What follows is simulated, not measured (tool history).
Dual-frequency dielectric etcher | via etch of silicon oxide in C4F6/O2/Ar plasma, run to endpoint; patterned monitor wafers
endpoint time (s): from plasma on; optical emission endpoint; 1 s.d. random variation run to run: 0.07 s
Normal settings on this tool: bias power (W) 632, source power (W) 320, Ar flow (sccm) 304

run,hour,bias power (W),source power (W),Ar flow (sccm),"incoming incoming film thickness, nm",endpoint time (s)
1,0,632,320,304,105.6,23.5
2,34.1,632,320,345,104.3,23.7
3,105,632,320,345,104.9,23.8
4,155.7,632,370,304,104.3,22.2
5,226.5,632,370,304,104.9,21.7
6,293.9,632,320,304,105.6,23
7,326.2,632,320,304,105.9,23
8,364.8,559,380,346,105.2,23.1
9,433.6,632,260,304,104.3,24.2
10,474.5,753,270,325,104.8,22.6
11,515.8,632,320,304,104.7,22.7
12,545.5,568,320,253,104.5,22.9
13,587.3,686,320,304,105.7,22.2
14,755.3,632,320,304,105.5,23.4
15,826.5,691,260,345,104.3,24.4
16,961.8,746,250,247,104.9,22.5
17,991.7,779,360,260,104.8,19.8
18,1045.5,632,320,304,105.6,23.2
19,1113.6,551,320,304,105.2,24.5
20,1185.3,488,400,336,104.1,23.9
21,1211.6,632,320,304,104.8,23.2
22,1258.8,632,320,304,105.9,23.2
23,1325.6,632,320,304,104.6,23
24,1353,632,300,255,104.9,22.9
25,1397.5,632,320,304,104.9,22.9
26,1461.1,753,320,304,105.8,21.8
27,1513.7,762,320,304,104.8,21.4
28,1569.6,632,300,343,104.5,23.9

Withheld: 6 entries from between the runs. Position of each, and hidden state at the listed run before versus the listed run after:
Run 1 -> run 2: upper electrode replaced (hour 25.8)
  bias power that arrives over what is set, %: 3.5 -> 3.54; source power that arrives over what is set, %: -5.92 -> -6.03
  measured result minus the result with no hidden state, endpoint time (s): +0.1 -> +0.2
Run 4 -> run 5: source power generator calibrated (hour 195.8)
  bias power that arrives over what is set, %: 3.68 -> 3.75; source power that arrives over what is set, %: -6.43 -> 1.42
  measured result minus the result with no hidden state, endpoint time (s): +0.2 -> -0.4
Run 5 -> run 6: Ar flow controller replaced (hour 262.7)
  bias power that arrives over what is set, %: 3.75 -> 3.83
  measured result minus the result with no hidden state, endpoint time (s): -0.4 -> -0.4
Run 12 -> run 13: wet clean of the chamber (hour 586.8)
  bias power that arrives over what is set, %: 4.11 -> 4.15; source power that arrives over what is set, %: 1.37 -> 1.36
  measured result minus the result with no hidden state, endpoint time (s): -0.5 -> -0.4
Run 13 -> run 14: bias power generator calibrated (hour 626.7)
  bias power that arrives over what is set, %: 4.15 -> -0.0146; source power that arrives over what is set, %: 1.36 -> 1.29
  measured result minus the result with no hidden state, endpoint time (s): -0.4 -> -0.1
Run 21 -> run 22: wet clean of the chamber (hour 1256.2)
  bias power that arrives over what is set, %: 0.491 -> 0.543; source power that arrives over what is set, %: 0.975 -> 0.933
  measured result minus the result with no hidden state, endpoint time (s): -0.2 -> -0.1

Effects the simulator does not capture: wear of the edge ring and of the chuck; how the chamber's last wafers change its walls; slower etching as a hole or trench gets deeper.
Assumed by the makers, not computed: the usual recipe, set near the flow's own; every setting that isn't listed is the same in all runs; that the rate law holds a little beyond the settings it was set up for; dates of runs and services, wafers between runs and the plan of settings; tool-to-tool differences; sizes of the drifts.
